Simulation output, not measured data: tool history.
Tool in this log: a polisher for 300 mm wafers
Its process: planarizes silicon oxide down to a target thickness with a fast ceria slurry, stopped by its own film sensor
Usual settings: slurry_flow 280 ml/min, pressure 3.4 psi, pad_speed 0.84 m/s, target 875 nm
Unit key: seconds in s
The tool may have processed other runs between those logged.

run,hour,slurry_flow,pressure,pad_speed,target,"incoming thickness of the incoming film, nm",seconds
1,0,255,3.4,1.08,875,1717,55.8
2,52.2,280,3.4,0.84,875,1761.7,66.9
3,104.8,280,3.4,0.84,875,1755,66.8
4,150.5,280,3.4,0.84,875,1743.9,67.3
5,196.8,280,3.4,0.84,875,1751.7,67.2
6,260.2,280,3.4,0.84,875,1729.8,60.4
7,313.2,280,3.4,0.84,875,1726,64.1
8,379.4,280,3.4,0.84,875,1737.9,68.5
9,443,280,3.4,0.84,875,1718.6,70.6
10,509.8,280,3.4,0.84,875,1737.4,63.2
11,548.3,280,3.4,0.84,875,1755.7,67.4
12,607.2,280,3.4,0.84,875,1708.7,63.4
13,646.9,280,3.4,0.84,875,1735.3,65.5
14,674.4,280,3.4,0.84,875,1737.3,65.6
15,720.4,280,3.4,0.84,875,1731.1,67.1
16,779,280,3.4,0.84,875,1723,64.5
17,849.2,280,3.4,0.84,875,1752.8,66.6
18,873.9,215,2.9,0.7,686,1714.8,104
19,931,280,3.4,0.84,875,1731.7,60.8
20,999.4,280,3.4,0.84,875,1722.7,60.5
21,1051.5,185,3.4,0.76,875,1728.3,76.1
22,1114.6,280,3.4,0.62,875,1716.9,86.5
23,1149.4,280,2.6,1.04,875,1723.3,70.3
24,1224.7,235,2.9,0.74,1171,1716.7,61.3
25,1264.4,280,3.4,0.84,875,1727.5,73.4
26,1377.9,280,3.4,0.84,875,1740.2,66.2
27,1437.1,280,3.1,1.14,1134,1763.3,37.6
28,1461.5,280,3,0.66,875,1740.7,90.8
29,1521.9,280,3.4,0.94,875,1719.4,56.2
30,1654.3,375,3.4,1.04,875,1719.5,53
31,1692.8,280,3.4,0.84,875,1778.2,69.2
32,1722.2,280,2.3,1.1,875,1715.9,74.5
33,1776.9,280,3.4,0.84,875,1756.8,70.4
34,1807.4,280,3.4,0.94,793,1712.2,63.3
35,1832.8,360,2.8,0.84,875,1774.4,82.4
36,1877.2,310,2.9,0.72,732,1719.8,106
37,1902.4,280,3.4,0.84,875,1748.3,69.7

Removed from this log: 12 entries logged between the listed runs. Between which two listed runs does each belong, and how does the tool's hidden state at the listed run before it compare with that at the listed run after it?
Runs 1 to 2: worn pad replaced by a new one (hour 40.5)
  removal rate lost through wear of the pad, %: 12.6 -> 0.773; slurry flow missing at the pad, %: 39.6 -> 40.7
  what was measured, less what the result would be without the hidden state, seconds: +10.8 -> +5.4 s
Runs 2 to 3: head pressure recalibrated (hour 69)
  removal rate lost through wear of the pad, %: 0.773 -> 1.05; slurry flow missing at the pad, %: 40.7 -> 41.6
  what was measured, less what the result would be without the hidden state, seconds: +5.4 -> +5.7 s
Runs 5 to 6: slurry nozzle cleaned (hour 256.4)
  removal rate lost through wear of the pad, %: 2.49 -> 4.17; slurry flow missing at the pad, %: 42.6 -> 1.05
  what was measured, less what the result would be without the hidden state, seconds: +6.9 -> +2.6 s
Runs 9 to 10: worn pad replaced by a new one (hour 491.4)
  removal rate lost through wear of the pad, %: 12.2 -> 1.14; slurry flow missing at the pad, %: 25.6 -> 30.3
  what was measured, less what the result would be without the hidden state, seconds: +10.9 -> +3.6 s
Runs 11 to 12: head pressure recalibrated (hour 550.7)
  removal rate lost through wear of the pad, %: 1.35 -> 2.07; slurry flow missing at the pad, %: 32.4 -> 34.9
  what was measured, less what the result would be without the hidden state, seconds: +4.3 -> +4.9 s
Runs 16 to 17: slurry nozzle cleaned (hour 823.1)
  removal rate lost through wear of the pad, %: 6.96 -> 10.2; slurry flow missing at the pad, %: 39.2 -> 8.82
  what was measured, less what the result would be without the hidden state, seconds: +8.6 -> +7.4 s
Runs 17 to 18: worn pad replaced by a new one (hour 866.6)
  removal rate lost through wear of the pad, %: 10.2 -> 0.588; slurry flow missing at the pad, %: 8.82 -> 13.1
  what was measured, less what the result would be without the hidden state, seconds: +7.4 -> +2.8 s
Runs 22 to 23: head pressure recalibrated (hour 1117.7)
  removal rate lost through wear of the pad, %: 4.93 -> 6.23; slurry flow missing at the pad, %: 35.8 -> 37.4
  what was measured, less what the result would be without the hidden state, seconds: +9.2 -> +8.6 s
Runs 25 to 26: worn pad replaced by a new one (hour 1284.4)
  removal rate lost through wear of the pad, %: 11.8 -> 2.24; slurry flow missing at the pad, %: 41 -> 43.1
  what was measured, less what the result would be without the hidden state, seconds: +13.5 -> +6.8 s
Runs 26 to 27: slurry nozzle cleaned (hour 1412.6)
  removal rate lost through wear of the pad, %: 2.24 -> 3.26; slurry flow missing at the pad, %: 43.1 -> 14
  what was measured, less what the result would be without the hidden state, seconds: +6.8 -> +1.9 s
Runs 30 to 31: worn pad replaced by a new one (hour 1658.5); head pressure recalibrated (hour 1666)
  removal rate lost through wear of the pad, %: 11.3 -> 1.75; slurry flow missing at the pad, %: 38.5 -> 40.7
  what was measured, less what the result would be without the hidden state, seconds: +8.3 -> +6.2 s
